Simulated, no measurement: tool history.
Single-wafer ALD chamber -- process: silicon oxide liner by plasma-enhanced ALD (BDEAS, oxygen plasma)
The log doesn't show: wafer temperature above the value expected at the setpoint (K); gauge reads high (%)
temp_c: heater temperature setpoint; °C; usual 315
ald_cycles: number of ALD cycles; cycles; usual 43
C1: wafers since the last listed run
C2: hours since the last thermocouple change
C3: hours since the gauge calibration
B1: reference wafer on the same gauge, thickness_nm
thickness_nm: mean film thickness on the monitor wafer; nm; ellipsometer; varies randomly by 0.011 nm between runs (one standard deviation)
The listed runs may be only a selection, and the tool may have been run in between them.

{"run": 1, "day": 0.0, "temp_c": 315, "ald_cycles": 43, "C1": 0, "C2": 2021.2, "C3": 434.1, "B1": 3.592, "thickness_nm": 3.798}
{"run": 2, "day": 1.846, "temp_c": 315, "ald_cycles": 43, "C1": 225, "C2": 2065.5, "C3": 478.4, "B1": 3.59, "thickness_nm": 3.79}
{"run": 3, "day": 4.308, "temp_c": 315, "ald_cycles": 43, "C1": 300, "C2": 2124.6, "C3": 537.5, "B1": 3.592, "thickness_nm": 3.788}
{"run": 4, "day": 7.075, "temp_c": 315, "ald_cycles": 43, "C1": 337, "C2": 2191, "C3": 603.9, "B1": 3.59, "thickness_nm": 3.796}
{"run": 5, "day": 9.162, "temp_c": 315, "ald_cycles": 43, "C1": 254, "C2": 2241.1, "C3": 654, "B1": 3.59, "thickness_nm": 3.793}
{"run": 6, "day": 12.1, "temp_c": 315, "ald_cycles": 43, "C1": 358, "C2": 2311.6, "C3": 724.5, "B1": 3.589, "thickness_nm": 3.797}
{"run": 7, "day": 13.975, "temp_c": 315, "ald_cycles": 43, "C1": 228, "C2": 2356.6, "C3": 769.5, "B1": 3.591, "thickness_nm": 3.791}
{"day": 13.983, "done": "gauge calibrated"}
{"run": 8, "day": 18.354, "temp_c": 326, "ald_cycles": 43, "C1": 534, "C2": 2461.7, "C3": 104.9, "B1": 3.589, "thickness_nm": 3.736}
{"run": 9, "day": 21.483, "temp_c": 302, "ald_cycles": 43, "C1": 381, "C2": 2536.8, "C3": 180, "B1": 3.589, "thickness_nm": 3.846}
{"day": 21.862, "done": "thermocouple changed; heater temperature recalibrated"}
{"run": 10, "day": 25.675, "temp_c": 307, "ald_cycles": 43, "C1": 470, "C2": 91.5, "C3": 280.6, "B1": 3.588, "thickness_nm": 3.812}
{"run": 11, "day": 29.954, "temp_c": 315, "ald_cycles": 43, "C1": 522, "C2": 194.2, "C3": 383.3, "B1": 3.594, "thickness_nm": 3.782}
{"run": 12, "day": 33.817, "temp_c": 323, "ald_cycles": 35, "C1": 471, "C2": 286.9, "C3": 476, "B1": 3.588, "thickness_nm": 3.044}
{"run": 13, "day": 36.85, "temp_c": 326, "ald_cycles": 35, "C1": 370, "C2": 359.7, "C3": 548.8, "B1": 3.591, "thickness_nm": 3.042}
{"day": 38.788, "done": "gauge calibrated"}
{"run": 14, "day": 41.012, "temp_c": 319, "ald_cycles": 38, "C1": 508, "C2": 459.6, "C3": 53.4, "B1": 3.589, "thickness_nm": 3.339}

The tool's hidden state at each run:
wafer temperature above the value expected at the setpoint (K): 0 across all the runs
gauge reads high (%): 0 across all the runs
